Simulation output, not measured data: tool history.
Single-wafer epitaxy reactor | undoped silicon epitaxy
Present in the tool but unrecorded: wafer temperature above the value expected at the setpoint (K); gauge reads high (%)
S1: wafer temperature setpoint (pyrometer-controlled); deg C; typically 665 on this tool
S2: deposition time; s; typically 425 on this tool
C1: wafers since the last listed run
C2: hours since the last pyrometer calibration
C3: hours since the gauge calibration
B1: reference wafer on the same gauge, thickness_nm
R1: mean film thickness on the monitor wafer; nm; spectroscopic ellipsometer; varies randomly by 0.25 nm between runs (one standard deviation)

run     day   S1   S2   C1      C2     C3      B1       R1
  1   0.000  658  425    0  1795.5  342.6  97.049   82.613
  2   1.267  658  425  116  1825.9  373.0  97.221   82.228
  3   2.729  672  425  134  1861.0  408.1  97.092  115.105
  4   3.983  672  425  114  1891.1  438.2  97.087  115.656
  5   4.771  672  425   72  1910.0  457.1  97.119  114.656
  6   6.050  665  425  117  1940.7  487.8  97.068   97.656
  7   7.104  665  489   96  1966.0  513.1  97.211  112.453
  8   7.683  665  489   53  1979.9  527.0  97.055  113.124
  9   8.212  665  489   48  1992.6  539.7  97.009  112.380
 10   8.808  665  425   54  2006.9  554.0  97.111   97.452
 11   9.767  665  425   87  2029.9  577.0  97.035   97.924
 12  10.646  652  462   80  2051.0  598.1  97.093   77.295
     11.042  -- gauge calibrated
 13  12.450  665  425  165  2094.3   33.8  97.035   97.781
     12.962  -- pyrometer calibrated
 14  13.275  660  354   45     7.5   53.6  97.084   69.598
 15  14.512  665  425  113    37.2   83.3  97.057   94.063
 16  15.617  673  348  101    63.7  109.8  97.158   93.755

What does the tool deliver on the next run?
 17  16.933  665  425  120  95.3  141.4   ?   ?

Run 17 yielded B1 97.098, R1 94.990 nm.
Were there no unlogged condition in the tool, this run, its random variation unchanged, would have produced R1 94.420 nm.
